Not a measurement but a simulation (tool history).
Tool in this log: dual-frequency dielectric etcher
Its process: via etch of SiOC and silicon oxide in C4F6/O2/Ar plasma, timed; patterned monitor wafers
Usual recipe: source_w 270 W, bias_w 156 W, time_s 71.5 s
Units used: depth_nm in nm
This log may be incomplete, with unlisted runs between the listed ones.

| run | hour | source_w | bias_w | time_s | read-back reference wafer on the same gauge, depth_nm | depth_nm |
|---|---|---|---|---|---|---|
| 1 | 0 | 270 | 156 | 71.5 | 58.9 | 64.6 |
| 2 | 11.8 | 270 | 156 | 71.5 | 58.9 | 65.3 |
| 3 | 26.8 | 270 | 156 | 60.5 | 58.9 | 54.9 |
| 4 | 34.2 | 270 | 156 | 71.5 | 58.9 | 65.4 |
| 5 | 41.9 | 270 | 156 | 71.5 | 59 | 65.5 |
| 6 | 53.6 | 270 | 156 | 71.5 | 58.9 | 65.3 |
| 7 | 64.1 | 270 | 156 | 71.5 | 58.9 | 65.6 |
| 8 | 75.1 | 270 | 156 | 71.5 | 58.9 | 65.5 |
| 9 | 91 | 270 | 156 | 71.5 | 58.9 | 65.6 |
| 10 | 103.5 | 270 | 156 | 71.5 | 58.9 | 65.5 |
| 11 | 114.5 | 270 | 156 | 71.5 | 58.8 | 65.8 |
|  | 120.4 | bias power generator calibrated |
| 12 | 129.3 | 270 | 156 | 71.5 | 59 | 65.9 |
| 13 | 137.2 | 220 | 156 | 71.5 | 58.9 | 58.4 |
| 14 | 152.9 | 220 | 156 | 71.5 | 58.9 | 58.3 |
|  | 188.1 | upper electrode replaced |
|  | 209.3 | wet clean of the chamber |
| 15 | 209.8 | 270 | 156 | 71.5 | 59 | 63.6 |
| 16 | 210.2 | 270 | 156 | 80 | 58.9 | 71.7 |
| 17 | 210.5 | 270 | 174 | 51.5 | 58.9 | 47.2 |
| 18 | 210.9 | 270 | 156 | 71.5 | 58.9 | 63.5 |
| 19 | 221.4 | 230 | 166 | 86.5 | 58.9 | 71 |
| 20 | 234.5 | 270 | 156 | 71.5 | 58.9 | 64.1 |
| 21 | 249.3 | 270 | 156 | 71.5 | 58.9 | 64.2 |
|  | 253 | gauge calibrated |
|  | 257 | source power generator calibrated |
| 22 | 263.4 | 270 | 156 | 71.5 | 58.9 | 63.6 |
| 23 | 279.7 | 270 | 156 | 90 | 58.9 | 81.4 |
| 24 | 294.1 | 300 | 118 | 78.5 | 58.9 | 69.3 |
| 25 | 302.1 | 310 | 170 | 53 | 58.9 | 53.6 |
| 26 | 312.8 | 290 | 121 | 55.5 | 58.9 | 48.5 |
| 27 | 321.6 | 330 | 156 | 71.5 | 58.9 | 72.7 |
| 28 | 334.2 | 270 | 156 | 71.5 | 58.9 | 64.5 |
| 29 | 341.7 | 270 | 143 | 71.5 | 58.9 | 63.4 |

Alternative continuations, all from the tool just after run 29; predict every row:
| A | 342.1 | 270 | 156 | 71.5 | ? | ? |
| B | 342.1 | 300 | 127 | 52 | ? | ? |
| C | 342.1 | 320 | 156 | 84.5 | ? | ? |
| D | 342.1 | 270 | 186 | 64 | ? | ? |
| E | 342.1 | 300 | 175 | 61.5 | ? | ? |

| run | read-back reference wafer on the same gauge, depth_nm | depth_nm |
|---|---|---|
| A | 58.9 | 64.5 |
| B | 58.9 | 47 |
| C | 58.9 | 84.3 |
| D | 58.9 | 61 |
| E | 58.9 | 61.3 |
Had the tool no hidden state, the same runs would have come out as:
| run | depth_nm |
|---|---|
| A | 63.4 |
| B | 46.2 |
| C | 82.8 |
| D | 59.9 |
| E | 60.2 |
